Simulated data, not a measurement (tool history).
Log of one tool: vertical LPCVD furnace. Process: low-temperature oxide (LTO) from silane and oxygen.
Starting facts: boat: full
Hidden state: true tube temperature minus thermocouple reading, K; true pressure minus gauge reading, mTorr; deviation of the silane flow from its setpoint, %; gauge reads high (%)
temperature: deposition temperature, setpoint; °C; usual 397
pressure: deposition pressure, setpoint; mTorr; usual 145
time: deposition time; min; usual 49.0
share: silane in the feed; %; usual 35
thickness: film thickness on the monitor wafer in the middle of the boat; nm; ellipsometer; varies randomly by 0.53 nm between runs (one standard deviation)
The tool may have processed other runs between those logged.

run,hour,temperature,pressure,time,share,wafers since the last listed run,hours since the last temperature calibration,hours since the pressure gauge was zeroed,hours since the silane flow controller was replaced,hours since the gauge calibration,"read-back reference wafer on the same gauge, thickness",thickness
1,0.0,397,145,49.0,35,0,1668.8,3706.1,1765.1,96.5,199.96,248.83
2,11.7,397,145,35.5,35,202,1680.5,3717.8,1776.8,108.2,200.06,180.60
3,29.6,397,145,35.5,35,309,1698.4,3735.7,1794.7,126.1,199.90,181.10
4,49.3,397,145,44.0,35,340,1718.1,3755.4,1814.4,145.8,200.12,223.42
5,66.1,397,145,49.0,35,290,1734.9,3772.2,1831.2,162.6,200.05,248.84
6,81.3,397,145,49.0,35,262,1750.1,3787.4,1846.4,177.8,200.11,248.44
7,96.6,397,145,49.0,35,264,1765.4,3802.7,1861.7,193.1,200.15,250.39
8,116.7,397,145,49.0,35,347,1785.5,3822.8,1881.8,213.2,200.11,249.87
9,123.8,397,145,49.0,35,122,1792.6,3829.9,1888.9,220.3,200.08,250.06
10,138.1,390,145,49.0,35,246,1806.9,3844.2,1903.2,234.6,200.27,230.87
11,150.6,390,145,49.0,35,215,1819.4,3856.7,1915.7,247.1,199.96,230.83
# hour 174.7: gauge calibrated
# hour 183.3: thermocouples replaced and temperature profile calibrated
12,183.8,390,145,49.0,35,158,0.5,3889.9,1948.9,9.1,200.01,221.48
13,188.7,397,145,49.0,30,84,5.4,3894.8,1953.8,14.0,199.89,193.48
14,193.7,404,145,42.5,35,86,10.4,3899.8,1958.8,19.0,200.15,225.58
15,221.6,404,145,42.5,35,481,38.3,3927.7,1986.7,46.9,199.99,226.18
16,238.3,397,145,49.0,35,288,55.0,3944.4,2003.4,63.6,199.89,240.10
17,248.0,397,145,49.0,35,167,64.7,3954.1,2013.1,73.3,199.93,241.87
# hour 286.3: silane flow controller replaced
18,286.8,397,145,49.0,35,255,103.5,3992.9,0.5,112.1,200.15,241.29
19,291.8,407,135,49.0,31,86,108.5,3997.9,5.5,117.1,199.93,213.23
20,296.7,397,145,49.0,35,84,113.4,4002.8,10.4,122.0,200.04,241.56
21,303.4,397,145,32.5,35,115,120.1,4009.5,17.1,128.7,200.04,160.25
# hour 337.4: pressure gauge zeroed
22,337.9,397,145,49.0,41,181,154.6,0.5,51.6,163.2,199.71,293.49
23,342.8,393,145,49.0,35,84,159.5,5.4,56.5,168.1,199.76,230.05
24,351.3,397,145,49.0,32,146,168.0,13.9,65.0,176.6,200.02,213.67
25,359.0,397,145,39.5,35,132,175.7,21.6,72.7,184.3,200.06,194.79
26,372.2,397,145,49.0,35,227,188.9,34.8,85.9,197.5,200.04,241.09
27,381.7,404,145,63.0,35,164,198.4,44.3,95.4,207.0,199.92,337.05
28,400.5,397,145,37.0,35,324,217.2,63.1,114.2,225.8,199.93,183.19
29,408.6,402,145,49.0,31,139,225.3,71.2,122.3,233.9,200.02,215.88
30,428.3,397,145,49.0,35,340,245.0,90.9,142.0,253.6,200.06,240.62

Selected run-to-run steps in thickness, each split into two signed amounts: the part the tool would show with no hidden state at all (from settings, incoming material and random variation), and the remainder, which goes to the hidden state together with any gauge scatter not common to the measured and the hidden-state-free results:
Run 1 -> 2: time 49.0 -> 35.5. thickness -68.23 nm: hidden state -2.64, all else -65.59.
Run 3 -> 4: time 35.5 -> 44.0. thickness +42.32 nm: hidden state +1.79, all else +40.53.
Run 11 -> 12: gauge calibrated, thermocouples replaced and temperature profile calibrated. thickness -9.35 nm: hidden state -9.04, all else -0.31.
Run 21 -> 22: time 32.5 -> 49.0, share 35 -> 41, pressure gauge zeroed. thickness +133.24 nm: hidden state +1.08, all else +132.16.
Run 26 -> 27: temperature 397 -> 404, time 49.0 -> 63.0. thickness +95.96 nm: hidden state +0.84, all else +95.12.
Run 27 -> 28: temperature 404 -> 397, time 63.0 -> 37.0. thickness -153.86 nm: hidden state -1.23, all else -152.63.

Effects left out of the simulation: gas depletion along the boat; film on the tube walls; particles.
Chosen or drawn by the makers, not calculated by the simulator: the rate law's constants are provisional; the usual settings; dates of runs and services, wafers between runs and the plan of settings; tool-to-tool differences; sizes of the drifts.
